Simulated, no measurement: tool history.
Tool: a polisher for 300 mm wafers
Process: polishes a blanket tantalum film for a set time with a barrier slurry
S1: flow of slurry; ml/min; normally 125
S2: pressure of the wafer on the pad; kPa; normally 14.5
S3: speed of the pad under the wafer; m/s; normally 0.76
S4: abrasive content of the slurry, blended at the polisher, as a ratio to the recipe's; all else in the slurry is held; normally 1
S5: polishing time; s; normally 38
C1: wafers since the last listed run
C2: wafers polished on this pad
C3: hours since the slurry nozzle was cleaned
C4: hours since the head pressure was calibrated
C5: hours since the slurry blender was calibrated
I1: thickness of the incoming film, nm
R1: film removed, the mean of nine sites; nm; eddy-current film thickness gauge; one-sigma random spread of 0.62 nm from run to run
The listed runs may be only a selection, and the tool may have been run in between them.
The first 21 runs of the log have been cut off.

{"day": 74.438, "done": "head pressure recalibrated"}
{"run": 22, "day": 74.992, "S1": 90, "S2": 14.5, "S3": 0.6, "S4": 1, "S5": 29, "C1": 1343, "C2": 6966, "C3": 170.4, "C4": 13.3, "C5": 100.4, "I1": 387.7, "R1": 22.1}
{"day": 76.5, "done": "worn pad replaced by a new one"}
{"run": 23, "day": 78.012, "S1": 125, "S2": 14.5, "S3": 0.88, "S4": 1, "S5": 38, "C1": 1009, "C2": 535, "C3": 242.9, "C4": 85.8, "C5": 172.9, "I1": 390.3, "R1": 47}
{"run": 24, "day": 80.779, "S1": 125, "S2": 14.5, "S3": 0.76, "S4": 1, "S5": 38, "C1": 978, "C2": 1513, "C3": 309.3, "C4": 152.2, "C5": 239.3, "I1": 392.4, "R1": 39.8}
{"run": 25, "day": 82.438, "S1": 125, "S2": 14.5, "S3": 0.76, "S4": 1, "S5": 38, "C1": 586, "C2": 2100, "C3": 349.1, "C4": 192, "C5": 279.1, "I1": 386, "R1": 40.2}
{"run": 26, "day": 86.258, "S1": 125, "S2": 17.9, "S3": 0.76, "S4": 1, "S5": 38, "C1": 1351, "C2": 3451, "C3": 440.8, "C4": 283.7, "C5": 370.8, "I1": 387.3, "R1": 45}
{"run": 27, "day": 89.825, "S1": 125, "S2": 15.9, "S3": 0.76, "S4": 1, "S5": 49, "C1": 1261, "C2": 4713, "C3": 526.4, "C4": 369.3, "C5": 456.4, "I1": 395.5, "R1": 50.8}
{"day": 91.029, "done": "slurry nozzle cleaned"}
{"day": 92.925, "done": "slurry blender recalibrated"}
{"day": 93.954, "done": "worn pad replaced by a new one"}
{"run": 28, "day": 94.104, "S1": 125, "S2": 19.3, "S3": 0.54, "S4": 0.85, "S5": 38, "C1": 1410, "C2": 53, "C3": 73.8, "C4": 472, "C5": 28.3, "I1": 396.4, "R1": 35.1}
{"run": 29, "day": 95.788, "S1": 145, "S2": 14.5, "S3": 0.64, "S4": 1.25, "S5": 42, "C1": 595, "C2": 648, "C3": 114.2, "C4": 512.4, "C5": 68.7, "I1": 387.6, "R1": 41.3}
{"day": 95.983, "done": "head pressure recalibrated"}
{"run": 30, "day": 97.892, "S1": 125, "S2": 14.5, "S3": 0.58, "S4": 0.75, "S5": 38, "C1": 714, "C2": 1363, "C3": 164.7, "C4": 45.8, "C5": 119.2, "I1": 387, "R1": 30.7}

What if the next run were any one of these 3? Each begins from the tool's condition after run 30:
{"run": "A", "day": 97.908, "S1": 125, "S2": 14.5, "S3": 0.76, "S4": 1, "S5": 38, "C1": 5, "C2": 1369, "C3": 165.1, "C4": 46.2, "C5": 119.6, "I1": 389.5, "R1": "?"}
{"run": "B", "day": 97.908, "S1": 85, "S2": 10.3, "S3": 0.76, "S4": 0.7, "S5": 38, "C1": 5, "C2": 1369, "C3": 165.1, "C4": 46.2, "C5": 119.6, "I1": 389.5, "R1": "?"}
{"run": "C", "day": 97.908, "S1": 125, "S2": 19.3, "S3": 0.84, "S4": 1, "S5": 38, "C1": 5, "C2": 1369, "C3": 165.1, "C4": 46.2, "C5": 119.6, "I1": 389.5, "R1": "?"}

run=A R1=41.9
run=B R1=27.8
run=C R1=55.4
What these runs would have given with no unlogged condition in the tool:
run=A R1=43.7
run=B R1=29
run=C R1=57.7
